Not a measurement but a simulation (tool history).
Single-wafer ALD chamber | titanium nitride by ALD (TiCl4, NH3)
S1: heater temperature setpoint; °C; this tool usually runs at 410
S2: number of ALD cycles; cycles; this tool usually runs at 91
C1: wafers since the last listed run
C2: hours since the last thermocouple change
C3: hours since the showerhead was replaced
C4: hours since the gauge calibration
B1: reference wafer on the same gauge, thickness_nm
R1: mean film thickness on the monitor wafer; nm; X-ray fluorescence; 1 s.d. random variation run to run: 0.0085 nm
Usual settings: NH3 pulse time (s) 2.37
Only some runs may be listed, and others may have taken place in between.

run 1 hour=0.0 | S1=421 S2=91 NH3_pulse_time_(s)=2.95 | C1=0 C2=952.5 C3=5185.1 C4=224.6 | B1=1.547 | R1=1.908
run 2 hour=91.2 | S1=421 S2=91 NH3_pulse_time_(s)=2.95 | C1=219 C2=1043.7 C3=5276.3 C4=315.8 | B1=1.543 | R1=1.910
run 3 hour=138.7 | S1=410 S2=78 NH3_pulse_time_(s)=2.37 | C1=114 C2=1091.2 C3=5323.8 C4=363.3 | B1=1.539 | R1=1.611
run 4 hour=232.7 | S1=410 S2=78 NH3_pulse_time_(s)=2.37 | C1=226 C2=1185.2 C3=5417.8 C4=457.3 | B1=1.535 | R1=1.621
run 5 hour=286.6 | S1=410 S2=78 NH3_pulse_time_(s)=2.37 | C1=129 C2=1239.1 C3=5471.7 C4=511.2 | B1=1.534 | R1=1.618
run 6 hour=336.9 | S1=410 S2=91 NH3_pulse_time_(s)=2.37 | C1=121 C2=1289.4 C3=5522.0 C4=561.5 | B1=1.533 | R1=1.881
run 7 hour=375.0 | S1=410 S2=91 NH3_pulse_time_(s)=2.37 | C1=91 C2=1327.5 C3=5560.1 C4=599.6 | B1=1.532 | R1=1.867
run 8 hour=459.7 | S1=410 S2=91 NH3_pulse_time_(s)=2.37 | C1=203 C2=1412.2 C3=5644.8 C4=684.3 | B1=1.525 | R1=1.883
run 9 hour=500.3 | S1=410 S2=91 NH3_pulse_time_(s)=2.04 | C1=97 C2=1452.8 C3=5685.4 C4=724.9 | B1=1.527 | R1=1.857
run 10 hour=586.5 | S1=410 S2=91 NH3_pulse_time_(s)=2.04 | C1=207 C2=1539.0 C3=5771.6 C4=811.1 | B1=1.522 | R1=1.839
run 11 hour=651.5 | S1=410 S2=91 NH3_pulse_time_(s)=2.04 | C1=156 C2=1604.0 C3=5836.6 C4=876.1 | B1=1.517 | R1=1.856
run 12 hour=712.3 | S1=415 S2=91 NH3_pulse_time_(s)=2.37 | C1=146 C2=1664.8 C3=5897.4 C4=936.9 | B1=1.517 | R1=1.864
run 13 hour=749.7 | S1=415 S2=91 NH3_pulse_time_(s)=2.37 | C1=90 C2=1702.2 C3=5934.8 C4=974.3 | B1=1.514 | R1=1.862
run 14 hour=793.3 | S1=415 S2=91 NH3_pulse_time_(s)=2.37 | C1=104 C2=1745.8 C3=5978.4 C4=1017.9 | B1=1.513 | R1=1.850
run 15 hour=888.9 | S1=410 S2=91 NH3_pulse_time_(s)=2.74 | C1=230 C2=1841.4 C3=6074.0 C4=1113.5 | B1=1.507 | R1=1.852
run 16 hour=986.1 | S1=410 S2=91 NH3_pulse_time_(s)=2.37 | C1=234 C2=1938.6 C3=6171.2 C4=1210.7 | B1=1.505 | R1=1.839
run 17 hour=1071.4 | S1=421 S2=99 NH3_pulse_time_(s)=3.20 | C1=205 C2=2023.9 C3=6256.5 C4=1296.0 | B1=1.501 | R1=2.032
run 18 hour=1119.2 | S1=410 S2=96 NH3_pulse_time_(s)=3.00 | C1=115 C2=2071.7 C3=6304.3 C4=1343.8 | B1=1.498 | R1=1.942
-- hour=1172.0 gauge calibrated
run 19 hour=1207.0 | S1=400 S2=80 NH3_pulse_time_(s)=2.85 | C1=211 C2=2159.5 C3=6392.1 C4=35.0 | B1=1.542 | R1=1.670
run 20 hour=1255.5 | S1=419 S2=75 NH3_pulse_time_(s)=2.37 | C1=116 C2=2208.0 C3=6440.6 C4=83.5 | B1=1.539 | R1=1.564
-- hour=1269.4 thermocouple changed; heater temperature recalibrated
run 21 hour=1340.8 | S1=422 S2=96 NH3_pulse_time_(s)=2.80 | C1=186 C2=71.4 C3=6525.9 C4=168.8 | B1=1.537 | R1=2.011
run 22 hour=1560.1 | S1=410 S2=91 NH3_pulse_time_(s)=2.37 | C1=527 C2=290.7 C3=6745.2 C4=388.1 | B1=1.528 | R1=1.887
-- hour=1583.8 showerhead replaced
run 23 hour=1645.5 | S1=410 S2=91 NH3_pulse_time_(s)=2.06 | C1=186 C2=376.1 C3=61.7 C4=473.5 | B1=1.525 | R1=1.857
run 24 hour=1690.1 | S1=400 S2=91 NH3_pulse_time_(s)=2.74 | C1=107 C2=420.7 C3=106.3 C4=518.1 | B1=1.521 | R1=1.891
run 25 hour=1754.1 | S1=422 S2=96 NH3_pulse_time_(s)=2.80 | C1=154 C2=484.7 C3=170.3 C4=582.1 | B1=1.518 | R1=1.996
run 26 hour=1860.3 | S1=398 S2=91 NH3_pulse_time_(s)=2.37 | C1=255 C2=590.9 C3=276.5 C4=688.3 | B1=1.515 | R1=1.837
run 27 hour=2055.6 | S1=410 S2=91 NH3_pulse_time_(s)=2.37 | C1=470 C2=786.2 C3=471.8 C4=883.6 | B1=1.506 | R1=1.858
run 28 hour=2132.2 | S1=424 S2=103 NH3_pulse_time_(s)=1.59 | C1=184 C2=862.8 C3=548.4 C4=960.2 | B1=1.501 | R1=2.064
run 29 hour=2220.7 | S1=410 S2=91 NH3_pulse_time_(s)=2.37 | C1=213 C2=951.3 C3=636.9 C4=1048.7 | B1=1.500 | R1=1.837
run 30 hour=2319.5 | S1=410 S2=91 NH3_pulse_time_(s)=3.23 | C1=237 C2=1050.1 C3=735.7 C4=1147.5 | B1=1.493 | R1=1.842
run 31 hour=2412.1 | S1=422 S2=73 NH3_pulse_time_(s)=1.64 | C1=222 C2=1142.7 C3=828.3 C4=1240.1 | B1=1.493 | R1=1.446
run 32 hour=2492.7 | S1=402 S2=80 NH3_pulse_time_(s)=2.37 | C1=194 C2=1223.3 C3=908.9 C4=1320.7 | B1=1.487 | R1=1.598

For some of the steps in R1 from one run to the next: how much would appear even if the tool had no hidden state, given the settings, what came in and random variation, and how much remains for the hidden state plus any gauge scatter that the measured result and the result without hidden state don't share?
Hidden state at play: wafer temperature above the value expected at the setpoint (K); gauge reads high (%).
Run 2 -> 3: S1 421 -> 410, S2 91 -> 78, NH3 pulse time (s) 2.95 -> 2.37. R1 -0.299 nm: hidden state +0.000, all else -0.299.
Run 16 -> 17: S1 410 -> 421, S2 91 -> 99, NH3 pulse time (s) 2.37 -> 3.20. R1 +0.193 nm: hidden state -0.012, all else +0.205.
Run 18 -> 19: S1 410 -> 400, S2 96 -> 80, NH3 pulse time (s) 3.00 -> 2.85, gauge calibrated. R1 -0.272 nm: hidden state +0.060, all else -0.332.
Run 20 -> 21: S1 419 -> 422, S2 75 -> 96, NH3 pulse time (s) 2.37 -> 2.80, thermocouple changed; heater temperature recalibrated. R1 +0.447 nm: hidden state -0.007, all else +0.454.
Run 26 -> 27: S1 398 -> 410. R1 +0.021 nm: hidden state -0.011, all else +0.032.
Run 30 -> 31: S1 410 -> 422, S2 91 -> 73, NH3 pulse time (s) 3.23 -> 1.64. R1 -0.396 nm: hidden state +0.010, all else -0.406.
